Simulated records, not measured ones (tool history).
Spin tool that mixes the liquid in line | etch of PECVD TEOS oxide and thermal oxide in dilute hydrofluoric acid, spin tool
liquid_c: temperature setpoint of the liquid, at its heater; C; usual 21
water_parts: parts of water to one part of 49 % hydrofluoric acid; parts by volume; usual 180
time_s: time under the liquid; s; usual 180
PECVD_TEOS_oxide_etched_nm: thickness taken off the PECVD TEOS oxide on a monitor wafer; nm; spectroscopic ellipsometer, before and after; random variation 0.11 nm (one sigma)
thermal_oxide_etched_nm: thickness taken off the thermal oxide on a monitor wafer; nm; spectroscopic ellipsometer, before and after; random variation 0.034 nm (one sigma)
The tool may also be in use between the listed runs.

run	hour	liquid_c	water_parts	time_s	wafers since the last listed run	hours since the thermometer was replaced	hours since the hydrofluoric acid flow meter was replaced	hours since the gauge calibration	read-back film thickness of the PECVD TEOS oxide reference wafer, read on the same gauge (nm)	read-back film thickness of the thermal oxide reference wafer, read on the same gauge (nm)	PECVD_TEOS_oxide_etched_nm	thermal_oxide_etched_nm
1	0	18.5	180	180	0	1528.3	183.1	136.4	119.98	89.976	11.85	3.087
2	30.7	18.5	180	180	199	1559	213.8	167.1	120	90.005	11.9	2.998
3	100.4	18.5	180	180	453	1628.7	283.5	236.8	119.98	89.986	11.89	3.032
4	166	21	180	180	427	1694.3	349.1	302.4	119.97	89.974	13.15	3.313
5	214.1	21	180	115	313	1742.4	397.2	350.5	120.02	89.969	8.4	2.12
# hour 238.2: hydrofluoric acid flow meter replaced
6	333.4	21	180	180	770	1861.7	95.2	469.8	119.99	89.991	13.04	3.298
7	378.3	21	180	180	292	1906.6	140.1	514.7	120	89.956	12.84	3.229
8	422	18.5	180	180	284	1950.3	183.8	558.4	120.02	90.059	11.7	3.009
# hour 447: gauge calibrated
9	479.1	21	145	80	371	2007.4	240.9	32.1	119.99	89.97	7.37	1.907
10	506	26	270	265	175	2034.3	267.8	59	120.01	89.953	14.05	3.542
# hour 564.5: thermometer replaced
11	570.9	21	265	180	416	6.4	332.7	123.9	119.99	89.99	8.73	2.231
# hour 635: hydrofluoric acid flow meter replaced
12	650.4	21	145	125	511	85.9	15.4	203.4	120.02	90.056	12.6	3.125
13	836.2	21	180	180	1210	271.7	201.2	389.2	120.02	90.015	13.77	3.48
14	904.6	21	210	180	445	340.1	269.6	457.6	120.02	89.971	11.56	2.929
15	941.8	24	145	245	242	377.3	306.8	494.8	120.01	89.96	27.34	6.908

4 ways to go on from here, each from the tool as it stands after run 15. What would each give?
A	942.3	21	180	180	3	377.8	307.3	495.3	?	?	?	?
B	942.3	21	115	265	3	377.8	307.3	495.3	?	?	?	?
C	942.3	18.5	130	180	3	377.8	307.3	495.3	?	?	?	?
D	942.3	17	235	265	3	377.8	307.3	495.3	?	?	?	?

run	read-back film thickness of the PECVD TEOS oxide reference wafer, read on the same gauge (nm)	read-back film thickness of the thermal oxide reference wafer, read on the same gauge (nm)	PECVD_TEOS_oxide_etched_nm	thermal_oxide_etched_nm
A	120	90.016	13.95	3.514
B	120	90.016	34.42	8.671
C	120	90.016	18.38	4.631
D	120	90.016	12.77	3.217
Without the tool's hidden state the same runs would have given:
run	PECVD_TEOS_oxide_etched_nm	thermal_oxide_etched_nm
A	14.27	3.596
B	35.26	8.884
C	18.84	4.746
D	13.07	3.294

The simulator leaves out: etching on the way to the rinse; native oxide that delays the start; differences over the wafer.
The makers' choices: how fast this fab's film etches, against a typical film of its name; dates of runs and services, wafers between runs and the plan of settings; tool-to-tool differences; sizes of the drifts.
